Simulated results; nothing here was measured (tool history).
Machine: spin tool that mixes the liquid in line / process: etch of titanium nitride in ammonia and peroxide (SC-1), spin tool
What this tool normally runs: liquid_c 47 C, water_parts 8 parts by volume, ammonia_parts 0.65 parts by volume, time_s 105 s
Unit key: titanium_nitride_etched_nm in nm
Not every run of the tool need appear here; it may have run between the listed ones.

run,day,liquid_c,water_parts,ammonia_parts,time_s,"read-back film thickness of the titanium nitride reference wafer, read on the same gauge (nm)",titanium_nitride_etched_nm
1,0,47,8,0.65,105,40.029,4.181
2,0.271,47,8,0.65,105,40.007,4.184
3,0.667,55.5,8,0.8,80,39.986,5.858
4,1.162,47,8,0.35,105,40.018,3.721
# day 1.279: new drum of ammonia solution connected
# day 1.675: gauge calibrated
5,1.683,47,6.5,0.65,105,40.022,4.588
6,2.179,47,8,0.65,105,39.979,4.091
7,2.504,53,8,0.65,75,40.007,4.505
8,3.125,47,8,0.85,65,40.006,2.695
9,3.721,53,8,0.65,75,39.946,4.524
10,4.15,42,8,0.4,165,39.998,4.163
11,4.483,40,6.5,0.8,145,40.006,3.945
12,4.779,47,6.5,0.5,60,39.998,2.497
13,5.338,47,8,0.65,140,39.971,5.552
# day 5.688: thermometer replaced
14,5.754,44,10.5,0.75,105,40,2.984
15,6.075,41,11,0.65,105,40.019,2.273
16,6.525,47,6.5,0.65,105,40.012,4.553
17,6.921,47,8,0.65,105,40.01,4.123
18,7.667,51.5,8,0.65,165,39.962,8.889
19,8.4,47,8,0.65,105,39.978,4.138
20,8.912,47,5,0.65,75,40,3.66
21,9.438,38,5,0.45,80,39.971,1.928
22,9.975,39,12,0.55,130,40.007,2.231
23,10.254,47,8,0.35,165,39.994,5.778

For some of the steps in titanium_nitride_etched_nm from one run to the next: how much would appear even if the tool had no hidden state, given the settings, what came in and random variation, and how much remains for the hidden state plus any gauge scatter that the measured result and the result without hidden state don't share?
The tool's hidden condition here consists of: liquid colder than its thermometer reads (K); ammonia flow below the setpoint (%); temperature lost on the way to the wafer (K); ammonia solution weaker than its label (%); gauge reads high (%).
Run 17 -> 18: liquid_c 47 -> 51.5, time_s 105 -> 165. titanium_nitride_etched_nm +4.766 nm: hidden state -0.353, all else +5.119.
Run 18 -> 19: liquid_c 51.5 -> 47, time_s 165 -> 105. titanium_nitride_etched_nm -4.751 nm: hidden state +0.34, all else -5.091.
